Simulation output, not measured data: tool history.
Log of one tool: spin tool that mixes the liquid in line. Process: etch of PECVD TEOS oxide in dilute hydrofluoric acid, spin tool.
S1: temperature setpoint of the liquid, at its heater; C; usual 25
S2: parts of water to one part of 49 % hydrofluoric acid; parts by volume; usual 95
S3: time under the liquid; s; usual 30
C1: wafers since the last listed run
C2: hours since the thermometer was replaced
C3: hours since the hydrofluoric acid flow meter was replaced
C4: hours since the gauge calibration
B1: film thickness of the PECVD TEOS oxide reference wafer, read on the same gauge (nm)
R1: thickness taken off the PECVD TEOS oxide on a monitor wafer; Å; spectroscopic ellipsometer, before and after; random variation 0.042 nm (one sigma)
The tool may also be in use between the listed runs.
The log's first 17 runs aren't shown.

| run | hour | S1 | S2 | S3 | C1 | C2 | C3 | C4 | B1 | R1 |
|---|---|---|---|---|---|---|---|---|---|---|
| 18 | 1343.8 | 29.5 | 130 | 30 | 1174 | 68.9 | 1511.2 | 835.7 | 69.99 | 70 |
| 19 | 1418.7 | 25 | 95 | 30 | 1299 | 143.8 | 1586.1 | 910.6 | 69.99 | 83.9 |
|  | 1475.3 | hydrofluoric acid flow meter replaced |
| 20 | 1496.9 | 22.5 | 135 | 45 | 1339 | 222 | 21.6 | 988.8 | 70.01 | 76.1 |
| 21 | 1594.4 | 27.5 | 45 | 45 | 1691 | 319.5 | 119.1 | 1086.3 | 70 | 312.1 |
| 22 | 1695.5 | 25 | 95 | 30 | 1753 | 420.6 | 220.2 | 1187.4 | 69.99 | 84.2 |
| 23 | 1801.7 | 25 | 95 | 30 | 1842 | 526.8 | 326.4 | 1293.6 | 70.02 | 84.6 |
| 24 | 1859.7 | 21.5 | 95 | 25 | 1006 | 584.8 | 384.4 | 1351.6 | 70.01 | 60.5 |
| 25 | 1906.2 | 28 | 135 | 30 | 806 | 631.3 | 430.9 | 1398.1 | 70.01 | 63 |
| 26 | 1970.1 | 27.5 | 110 | 15 | 1108 | 695.2 | 494.8 | 1462 | 70 | 39.2 |
| 27 | 2063.2 | 22 | 50 | 20 | 1615 | 788.3 | 587.9 | 1555.1 | 70.02 | 99.7 |
|  | 2180 | thermometer replaced |
| 28 | 2242.7 | 25 | 110 | 40 | 3096 | 62.7 | 767.4 | 1734.6 | 70.02 | 94.3 |
| 29 | 2288.3 | 25 | 95 | 30 | 791 | 108.3 | 813 | 1780.2 | 70 | 83.9 |
| 30 | 2490.3 | 25 | 95 | 20 | 3504 | 310.3 | 1015 | 1982.2 | 69.99 | 56.1 |
| 31 | 2538.2 | 28 | 130 | 35 | 830 | 358.2 | 1062.9 | 2030.1 | 70.02 | 77.6 |
| 32 | 2729.1 | 20 | 140 | 45 | 3311 | 549.1 | 1253.8 | 2221 | 70 | 65.8 |

Forecast each of these 5 alternatives for the next run:
| A | 2729.5 | 21.5 | 95 | 30 | 6 | 549.5 | 1254.2 | 2221.4 | ? | ? |
| B | 2729.5 | 20.5 | 50 | 15 | 6 | 549.5 | 1254.2 | 2221.4 | ? | ? |
| C | 2729.5 | 28 | 60 | 30 | 6 | 549.5 | 1254.2 | 2221.4 | ? | ? |
| D | 2729.5 | 29 | 70 | 40 | 6 | 549.5 | 1254.2 | 2221.4 | ? | ? |
| E | 2729.5 | 25 | 45 | 30 | 6 | 549.5 | 1254.2 | 2221.4 | ? | ? |

| run | B1 | R1 |
|---|---|---|
| A | 69.99 | 72.7 |
| B | 69.99 | 69.9 |
| C | 69.99 | 156.2 |
| D | 69.99 | 183 |
| E | 69.99 | 188.5 |
Without the tool's hidden state the same runs would have given:
| run | R1 |
|---|---|
| A | 72.7 |
| B | 69.9 |
| C | 156.2 |
| D | 183 |
| E | 188.5 |
